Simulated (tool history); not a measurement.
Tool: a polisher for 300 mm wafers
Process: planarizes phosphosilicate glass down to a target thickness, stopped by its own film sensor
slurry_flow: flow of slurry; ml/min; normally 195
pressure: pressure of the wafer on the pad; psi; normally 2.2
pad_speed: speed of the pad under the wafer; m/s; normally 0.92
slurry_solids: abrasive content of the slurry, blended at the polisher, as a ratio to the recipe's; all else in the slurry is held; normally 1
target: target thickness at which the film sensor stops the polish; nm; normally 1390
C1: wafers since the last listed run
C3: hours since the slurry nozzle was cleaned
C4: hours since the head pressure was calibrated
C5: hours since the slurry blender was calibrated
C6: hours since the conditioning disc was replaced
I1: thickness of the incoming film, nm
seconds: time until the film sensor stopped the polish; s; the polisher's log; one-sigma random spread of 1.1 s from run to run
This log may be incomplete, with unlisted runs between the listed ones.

run 1 hour=0 | slurry_flow=155 pressure=2.2 pad_speed=0.72 slurry_solids=1 target=1390 | C1=0 wafers_polished_on_this_pad=1989 C3=660 C4=9.1 C5=549.6 C6=588.4 | I1=1842.2 | seconds=98
-- hour=95.7 slurry blender recalibrated
run 2 hour=104.5 | slurry_flow=195 pressure=2.2 pad_speed=0.92 slurry_solids=1 target=1350 | C1=720 wafers_polished_on_this_pad=2710 C3=764.5 C4=113.6 C5=8.8 C6=692.9 | I1=1808.7 | seconds=80.2
-- hour=115.5 conditioning disc replaced and pad reconditioned
-- hour=121.9 slurry nozzle cleaned
run 3 hour=162.9 | slurry_flow=195 pressure=2.2 pad_speed=0.92 slurry_solids=1 target=1350 | C1=389 wafers_polished_on_this_pad=3099 C3=41 C4=172 C5=67.2 C6=47.4 | I1=1833.4 | seconds=85.7
run 4 hour=267.7 | slurry_flow=195 pressure=2.7 pad_speed=0.92 slurry_solids=0.85 target=1472 | C1=736 wafers_polished_on_this_pad=3836 C3=145.8 C4=276.8 C5=172 C6=152.2 | I1=1839.9 | seconds=58.6
run 5 hour=311.2 | slurry_flow=225 pressure=2.2 pad_speed=0.92 slurry_solids=1 target=1250 | C1=305 wafers_polished_on_this_pad=4141 C3=189.3 C4=320.3 C5=215.5 C6=195.7 | I1=1814.5 | seconds=96
-- hour=378 worn pad replaced by a new one
run 6 hour=380.7 | slurry_flow=170 pressure=2.2 pad_speed=0.84 slurry_solids=1 target=1390 | C1=460 wafers_polished_on_this_pad=18 C3=258.8 C4=389.8 C5=285 C6=265.2 | I1=1859 | seconds=83.5
run 7 hour=433.3 | slurry_flow=195 pressure=1.7 pad_speed=0.92 slurry_solids=1 target=1455 | C1=369 wafers_polished_on_this_pad=388 C3=311.4 C4=442.4 C5=337.6 C6=317.8 | I1=1827.6 | seconds=76.2
run 8 hour=538.1 | slurry_flow=195 pressure=2.2 pad_speed=1.04 slurry_solids=1 target=1390 | C1=736 wafers_polished_on_this_pad=1124 C3=416.2 C4=547.2 C5=442.4 C6=422.6 | I1=1861 | seconds=68.6
run 9 hour=595 | slurry_flow=145 pressure=1.7 pad_speed=0.62 slurry_solids=1 target=1390 | C1=399 wafers_polished_on_this_pad=1524 C3=473.1 C4=604.1 C5=499.3 C6=479.5 | I1=1867.7 | seconds=139.8
run 10 hour=647.2 | slurry_flow=150 pressure=2.2 pad_speed=0.92 slurry_solids=1.15 target=1243 | C1=366 wafers_polished_on_this_pad=1891 C3=525.3 C4=656.3 C5=551.5 C6=531.7 | I1=1868.2 | seconds=96.4
run 11 hour=693.3 | slurry_flow=195 pressure=2.2 pad_speed=0.92 slurry_solids=1 target=1390 | C1=323 wafers_polished_on_this_pad=2215 C3=571.4 C4=702.4 C5=597.6 C6=577.8 | I1=1814.9 | seconds=68.8
run 12 hour=741.8 | slurry_flow=155 pressure=2.2 pad_speed=0.72 slurry_solids=1 target=1390 | C1=340 wafers_polished_on_this_pad=2556 C3=619.9 C4=750.9 C5=646.1 C6=626.3 | I1=1812.4 | seconds=84.1
run 13 hour=809.5 | slurry_flow=195 pressure=1.5 pad_speed=0.92 slurry_solids=1 target=1390 | C1=475 wafers_polished_on_this_pad=3032 C3=687.6 C4=818.6 C5=713.8 C6=694 | I1=1809.8 | seconds=96.4
-- hour=817.8 conditioning disc replaced and pad reconditioned
run 14 hour=858 | slurry_flow=195 pressure=2.2 pad_speed=0.92 slurry_solids=1 target=1390 | C1=326 wafers_polished_on_this_pad=3359 C3=736.1 C4=867.1 C5=762.3 C6=40.2 | I1=1864.4 | seconds=77.6
-- hour=869.1 slurry blender recalibrated
-- hour=901.3 head pressure recalibrated
run 15 hour=910.8 | slurry_flow=195 pressure=2.2 pad_speed=0.92 slurry_solids=1 target=1390 | C1=342 wafers_polished_on_this_pad=3702 C3=788.9 C4=9.5 C5=41.7 C6=93 | I1=1833.4 | seconds=80.9
-- hour=942 slurry nozzle cleaned
run 16 hour=985.1 | slurry_flow=195 pressure=1.8 pad_speed=0.92 slurry_solids=1 target=1390 | C1=515 wafers_polished_on_this_pad=4217 C3=43.1 C4=83.8 C5=116 C6=167.3 | I1=1847.9 | seconds=104.2
-- hour=1047.4 worn pad replaced by a new one
run 17 hour=1092.5 | slurry_flow=220 pressure=2.2 pad_speed=0.64 slurry_solids=1 target=1338 | C1=726 wafers_polished_on_this_pad=317 C3=150.5 C4=191.2 C5=223.4 C6=274.7 | I1=1847.1 | seconds=113.8
run 18 hour=1195.9 | slurry_flow=195 pressure=2.2 pad_speed=0.92 slurry_solids=1.1 target=1390 | C1=726 wafers_polished_on_this_pad=1043 C3=253.9 C4=294.6 C5=326.8 C6=378.1 | I1=1836.1 | seconds=69.1
run 19 hour=1250.3 | slurry_flow=195 pressure=2.2 pad_speed=0.92 slurry_solids=0.85 target=1390 | C1=382 wafers_polished_on_this_pad=1426 C3=308.3 C4=349 C5=381.2 C6=432.5 | I1=1850.2 | seconds=84.9
run 20 hour=1352.4 | slurry_flow=160 pressure=2.9 pad_speed=0.92 slurry_solids=1.1 target=1335 | C1=717 wafers_polished_on_this_pad=2143 C3=410.4 C4=451.1 C5=483.3 C6=534.6 | I1=1800.7 | seconds=54.9
run 21 hour=1410.3 | slurry_flow=195 pressure=2.2 pad_speed=0.92 slurry_solids=1 target=1390 | C1=406 wafers_polished_on_this_pad=2550 C3=468.3 C4=509 C5=541.2 C6=592.5 | I1=1844.1 | seconds=75.5
run 22 hour=1513.9 | slurry_flow=195 pressure=2.2 pad_speed=0.92 slurry_solids=1 target=1390 | C1=728 wafers_polished_on_this_pad=3278 C3=571.9 C4=612.6 C5=644.8 C6=696.1 | I1=1825.9 | seconds=71.6
run 23 hour=1576.6 | slurry_flow=235 pressure=2.2 pad_speed=0.74 slurry_solids=1 target=1390 | C1=440 wafers_polished_on_this_pad=3719 C3=634.6 C4=675.3 C5=707.5 C6=758.8 | I1=1824.3 | seconds=84.9
-- hour=1620 conditioning disc replaced and pad reconditioned
-- hour=1644.4 slurry blender recalibrated
run 24 hour=1646.7 | slurry_flow=245 pressure=2.2 pad_speed=1.06 slurry_solids=0.8 target=1321 | C1=464 wafers_polished_on_this_pad=4183 C3=704.7 C4=745.4 C5=2.3 C6=26.7 | I1=1830.9 | seconds=83.8
-- hour=1711.3 worn pad replaced by a new one
-- hour=1743.7 head pressure recalibrated
run 25 hour=1746.4 | slurry_flow=245 pressure=1.8 pad_speed=0.74 slurry_solids=0.85 target=1390 | C1=658 wafers_polished_on_this_pad=232 C3=804.4 C4=2.7 C5=102 C6=126.4 | I1=1854.2 | seconds=129.6

Run by run, hidden condition taken away, random variation retained:
The tool's hidden condition here consists of: removal rate lost through wear of the pad, %; slurry flow missing at the pad, %; deviation of the head's pressure from its setpoint, %; abrasive missing from the slurry, %; time polished since the conditioner stopped cutting, s.
run=1 seconds=96.7
run=2 seconds=79.1
run=3 seconds=84.3
run=4 seconds=57
run=5 seconds=92.8
run=6 seconds=87.7
run=7 seconds=80.6
run=8 seconds=73.3
run=9 seconds=149.7
run=10 seconds=103.3
run=11 seconds=73.8
run=12 seconds=90
run=13 seconds=102.8
run=14 seconds=82.4
run=15 seconds=74.3
run=16 seconds=94.8
run=17 seconds=116.5
run=18 seconds=71.5
run=19 seconds=88.2
run=20 seconds=57.2
run=21 seconds=78.6
run=22 seconds=74.1
run=23 seconds=87.2
run=24 seconds=85.3
run=25 seconds=124
